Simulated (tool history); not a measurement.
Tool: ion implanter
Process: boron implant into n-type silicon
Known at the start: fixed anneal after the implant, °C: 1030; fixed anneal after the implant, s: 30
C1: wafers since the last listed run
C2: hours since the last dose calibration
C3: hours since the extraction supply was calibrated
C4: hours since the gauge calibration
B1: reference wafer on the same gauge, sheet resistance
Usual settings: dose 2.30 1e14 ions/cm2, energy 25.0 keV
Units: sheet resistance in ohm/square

run 1 hour=0.0 | dose=2.30 energy=25.0 | C1=0 C2=2083.1 C3=2127.0 C4=1706.0 | B1=360.08 | sheet_resistance=379.94
run 2 hour=58.4 | dose=2.30 energy=25.0 | C1=1306 C2=2141.5 C3=2185.4 C4=1764.4 | B1=359.67 | sheet_resistance=380.18
run 3 hour=96.6 | dose=2.30 energy=25.0 | C1=854 C2=2179.7 C3=2223.6 C4=1802.6 | B1=359.72 | sheet_resistance=377.75
run 4 hour=149.4 | dose=2.30 energy=25.0 | C1=1181 C2=2232.5 C3=2276.4 C4=1855.4 | B1=360.34 | sheet_resistance=379.69
run 5 hour=216.1 | dose=2.12 energy=25.0 | C1=1491 C2=2299.2 C3=2343.1 C4=1922.1 | B1=359.85 | sheet_resistance=401.27
run 6 hour=264.3 | dose=2.12 energy=25.0 | C1=1078 C2=2347.4 C3=2391.3 C4=1970.3 | B1=360.73 | sheet_resistance=405.09
run 7 hour=308.8 | dose=2.30 energy=25.0 | C1=995 C2=2391.9 C3=2435.8 C4=2014.8 | B1=360.14 | sheet_resistance=376.74
run 8 hour=374.5 | dose=2.30 energy=25.0 | C1=1469 C2=2457.6 C3=2501.5 C4=2080.5 | B1=359.34 | sheet_resistance=375.72
run 9 hour=405.1 | dose=2.30 energy=25.0 | C1=684 C2=2488.2 C3=2532.1 C4=2111.1 | B1=360.08 | sheet_resistance=377.23
-- hour=415.4 gauge calibrated
-- hour=416.7 Faraday cup replaced and dose calibrated
run 10 hour=431.9 | dose=2.30 energy=25.0 | C1=420 C2=15.2 C3=2558.9 C4=16.5 | B1=359.38 | sheet_resistance=391.99
run 11 hour=499.0 | dose=2.30 energy=25.0 | C1=1500 C2=82.3 C3=2626.0 C4=83.6 | B1=360.06 | sheet_resistance=395.37
run 12 hour=561.4 | dose=2.30 energy=23.0 | C1=1395 C2=144.7 C3=2688.4 C4=146.0 | B1=359.73 | sheet_resistance=395.83
run 13 hour=609.2 | dose=2.30 energy=23.0 | C1=1069 C2=192.5 C3=2736.2 C4=193.8 | B1=360.26 | sheet_resistance=399.34
run 14 hour=663.5 | dose=2.50 energy=25.0 | C1=1214 C2=246.8 C3=2790.5 C4=248.1 | B1=359.96 | sheet_resistance=370.05
run 15 hour=723.4 | dose=1.81 energy=25.0 | C1=1339 C2=306.7 C3=2850.4 C4=308.0 | B1=359.90 | sheet_resistance=479.77
run 16 hour=790.0 | dose=1.95 energy=22.0 | C1=1489 C2=373.3 C3=2917.0 C4=374.6 | B1=360.50 | sheet_resistance=455.81
run 17 hour=849.5 | dose=2.61 energy=25.0 | C1=1330 C2=432.8 C3=2976.5 C4=434.1 | B1=360.80 | sheet_resistance=355.90
run 18 hour=902.7 | dose=2.48 energy=28.5 | C1=1190 C2=486.0 C3=3029.7 C4=487.3 | B1=359.83 | sheet_resistance=366.03
run 19 hour=963.8 | dose=1.76 energy=25.0 | C1=1366 C2=547.1 C3=3090.8 C4=548.4 | B1=360.49 | sheet_resistance=491.77
run 20 hour=1018.5 | dose=2.98 energy=25.0 | C1=1223 C2=601.8 C3=3145.5 C4=603.1 | B1=360.82 | sheet_resistance=318.10
run 21 hour=1073.6 | dose=2.59 energy=20.0 | C1=1232 C2=656.9 C3=3200.6 C4=658.2 | B1=359.76 | sheet_resistance=367.09
run 22 hour=1131.2 | dose=2.30 energy=25.0 | C1=1288 C2=714.5 C3=3258.2 C4=715.8 | B1=360.25 | sheet_resistance=391.99
run 23 hour=1190.5 | dose=2.08 energy=29.0 | C1=1326 C2=773.8 C3=3317.5 C4=775.1 | B1=360.55 | sheet_resistance=418.78
run 24 hour=1227.4 | dose=2.30 energy=25.0 | C1=825 C2=810.7 C3=3354.4 C4=812.0 | B1=360.22 | sheet_resistance=391.11
run 25 hour=1286.1 | dose=2.63 energy=20.0 | C1=1313 C2=869.4 C3=3413.1 C4=870.7 | B1=360.56 | sheet_resistance=359.24
run 26 hour=1335.7 | dose=1.63 energy=19.5 | C1=1109 C2=919.0 C3=3462.7 C4=920.3 | B1=360.49 | sheet_resistance=536.08
run 27 hour=1379.9 | dose=2.02 energy=22.5 | C1=988 C2=963.2 C3=3506.9 C4=964.5 | B1=359.84 | sheet_resistance=441.73
-- hour=1438.2 extraction supply calibrated
run 28 hour=1450.6 | dose=2.61 energy=25.0 | C1=1402 C2=1033.9 C3=12.4 C4=1035.2 | B1=359.92 | sheet_resistance=353.81
run 29 hour=1521.1 | dose=1.84 energy=28.5 | C1=1576 C2=1104.4 C3=82.9 C4=1105.7 | B1=360.10 | sheet_resistance=462.77
run 30 hour=1584.4 | dose=2.01 energy=22.0 | C1=1415 C2=1167.7 C3=146.2 C4=1169.0 | B1=360.03 | sheet_resistance=445.76
run 31 hour=1655.0 | dose=1.93 energy=28.0 | C1=1579 C2=1238.3 C3=216.8 C4=1239.6 | B1=360.09 | sheet_resistance=442.53
run 32 hour=1725.5 | dose=2.30 energy=25.0 | C1=1576 C2=1308.8 C3=287.3 C4=1310.1 | B1=359.97 | sheet_resistance=385.93
run 33 hour=1779.5 | dose=2.30 energy=25.0 | C1=1207 C2=1362.8 C3=341.3 C4=1364.1 | B1=359.48 | sheet_resistance=390.39
run 34 hour=1816.1 | dose=1.92 energy=25.0 | C1=818 C2=1399.4 C3=377.9 C4=1400.7 | B1=360.49 | sheet_resistance=453.12
run 35 hour=1850.9 | dose=2.30 energy=25.0 | C1=778 C2=1434.2 C3=412.7 C4=1435.5 | B1=360.59 | sheet_resistance=389.67
run 36 hour=1899.4 | dose=2.86 energy=19.5 | C1=1084 C2=1482.7 C3=461.2 C4=1484.0 | B1=360.68 | sheet_resistance=334.86
run 37 hour=1969.7 | dose=2.11 energy=33.0 | C1=1572 C2=1553.0 C3=531.5 C4=1554.3 | B1=359.71 | sheet_resistance=404.72
run 38 hour=2023.3 | dose=1.92 energy=29.5 | C1=1198 C2=1606.6 C3=585.1 C4=1607.9 | B1=360.05 | sheet_resistance=440.68

3 ways to go on from here, each from the tool as it stands after run 38. What would each give?
run A hour=2023.7 | dose=2.30 energy=25.0 | C1=8 C2=1607.0 C3=585.5 C4=1608.3 | B1=? | sheet_resistance=?
run B hour=2023.7 | dose=1.95 energy=19.0 | C1=8 C2=1607.0 C3=585.5 C4=1608.3 | B1=? | sheet_resistance=?
run C hour=2023.7 | dose=2.86 energy=25.0 | C1=8 C2=1607.0 C3=585.5 C4=1608.3 | B1=? | sheet_resistance=?

run=A B1=359.78 sheet_resistance=388.42
run=B B1=359.78 sheet_resistance=458.91
run=C B1=359.78 sheet_resistance=325.40
Without the tool's hidden state the same runs would have given:
run=A sheet_resistance=395.30
run=B sheet_resistance=467.15
run=C sheet_resistance=331.20
